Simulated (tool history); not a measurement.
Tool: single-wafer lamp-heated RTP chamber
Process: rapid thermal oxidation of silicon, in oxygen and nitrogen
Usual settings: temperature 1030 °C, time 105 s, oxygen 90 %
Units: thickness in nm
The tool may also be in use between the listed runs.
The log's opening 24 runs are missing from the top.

| run | day | temperature | time | oxygen | wafers since the last listed run | wafers since the last pyrometer calibration | hours since the oxygen flow controller was replaced | hours since the gauge calibration | read-back reference wafer on the same gauge, thickness | thickness |
|---|---|---|---|---|---|---|---|---|---|---|
| 25 | 62.404 | 1030 | 126 | 90 | 1079 | 6098 | 223.3 | 552.5 | 9.323 | 10.643 |
| 26 | 64.879 | 1030 | 105 | 90 | 754 | 6852 | 282.7 | 611.9 | 9.300 | 9.818 |
| 27 | 66.150 | 1020 | 152 | 98 | 387 | 7239 | 313.2 | 642.4 | 9.308 | 11.264 |
|  | 66.579 | pyrometer window cleaned and pyrometer calibrated |
| 28 | 67.721 | 1030 | 117 | 90 | 377 | 347 | 350.9 | 680.1 | 9.300 | 10.345 |
| 29 | 69.204 | 1004 | 105 | 98 | 452 | 799 | 386.5 | 715.7 | 9.328 | 8.368 |
| 30 | 71.979 | 1045 | 145 | 98 | 845 | 1645 | 453.1 | 782.3 | 9.271 | 13.225 |
| 31 | 73.450 | 1017 | 119 | 65 | 448 | 2093 | 488.4 | 817.6 | 9.286 | 8.431 |
| 32 | 74.775 | 1030 | 105 | 90 | 403 | 2497 | 520.2 | 849.4 | 9.278 | 9.780 |
| 33 | 76.979 | 1058 | 82 | 69 | 671 | 3169 | 573.1 | 902.3 | 9.292 | 9.706 |
| 34 | 79.554 | 1030 | 105 | 90 | 784 | 3954 | 634.9 | 964.1 | 9.260 | 9.781 |
| 35 | 81.488 | 1059 | 105 | 98 | 589 | 4543 | 681.3 | 1010.5 | 9.264 | 12.385 |
| 36 | 83.917 | 1030 | 143 | 90 | 740 | 5284 | 739.6 | 1068.8 | 9.261 | 11.305 |
| 37 | 86.538 | 1039 | 55 | 81 | 798 | 6083 | 802.5 | 1131.7 | 9.252 | 7.479 |

Predict each of these 4 candidate next runs independently; none follows another, all start after run 37:
| A | 86.554 | 1030 | 66 | 90 | 5 | 6088 | 802.9 | 1132.1 | ? | ? |
| B | 86.554 | 1006 | 150 | 72 | 5 | 6088 | 802.9 | 1132.1 | ? | ? |
| C | 86.554 | 1030 | 64 | 98 | 5 | 6088 | 802.9 | 1132.1 | ? | ? |
| D | 86.554 | 1001 | 57 | 90 | 5 | 6088 | 802.9 | 1132.1 | ? | ? |

| run | read-back reference wafer on the same gauge, thickness | thickness |
|---|---|---|
| A | 9.273 | 7.918 |
| B | 9.273 | 8.922 |
| C | 9.273 | 8.050 |
| D | 9.273 | 6.027 |
Without the tool's hidden state the same runs would have given:
| run | thickness |
|---|---|
| A | 7.974 |
| B | 8.985 |
| C | 8.107 |
| D | 6.070 |
